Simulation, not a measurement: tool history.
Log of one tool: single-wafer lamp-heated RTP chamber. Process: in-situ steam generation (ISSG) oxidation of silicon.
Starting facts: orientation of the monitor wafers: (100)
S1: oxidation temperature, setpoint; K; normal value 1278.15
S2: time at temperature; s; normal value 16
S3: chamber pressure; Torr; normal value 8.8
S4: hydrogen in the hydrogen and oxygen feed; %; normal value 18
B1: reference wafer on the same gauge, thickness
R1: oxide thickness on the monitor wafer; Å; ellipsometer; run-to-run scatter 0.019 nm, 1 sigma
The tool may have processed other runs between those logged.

Run 1, hour 0: usual settings but S3 8.3 Torr; B1 5.869. Result: R1 49.14 Å.
Run 2, hour 9.1: usual settings but S3 8.3 Torr; B1 5.875. Result: R1 49.61 Å.
At hour 9.8: gauge calibrated.
Run 3, hour 17.2: usual settings but S3 8.3 Torr; B1 5.872. Result: R1 49.23 Å.
Run 4, hour 25.9: usual settings but S1 1264.15 K; B1 5.873. Result: R1 46.39 Å.
Run 5, hour 45.3: usual settings but S1 1264.15 K; B1 5.878. Result: R1 46.36 Å.
Run 6, hour 58.6: usual settings but S1 1264.15 K; B1 5.888. Result: R1 46.38 Å.
Run 7, hour 70.5: usual settings; B1 5.881. Result: R1 49.28 Å.
At hour 78.5: hydrogen flow controller replaced.
Run 8, hour 79: usual settings; B1 5.877. Result: R1 49.16 Å.
Run 9, hour 86.9: usual settings but S4 11 %; B1 5.879. Result: R1 44.22 Å.
Run 10, hour 100.2: usual settings but S4 11 %; B1 5.885. Result: R1 44.19 Å.
Run 11, hour 115.8: usual settings; B1 5.877. Result: R1 49.22 Å.
At hour 126.9: pressure gauge zeroed.
Run 12, hour 127.4: usual settings; B1 5.884. Result: R1 49.18 Å.
At hour 145.4: pyrometer window cleaned and pyrometer calibrated.
Run 13, hour 145.9: usual settings but S2 12 s; B1 5.886. Result: R1 43 Å.

Predict the results of run 14:
Run 14, hour 155.6: usual settings but S1 1262.15 K, S2 14 s, S3 9.4 Torr, S4 14 %; B1 ?. Result: R1 ?.

{"run 14": {"B1": 5.885, "R1": 40.96}}
Take away the tool's hidden state, keep the run-to-run variation as it was, and the same run would have given R1 40.96 Å.

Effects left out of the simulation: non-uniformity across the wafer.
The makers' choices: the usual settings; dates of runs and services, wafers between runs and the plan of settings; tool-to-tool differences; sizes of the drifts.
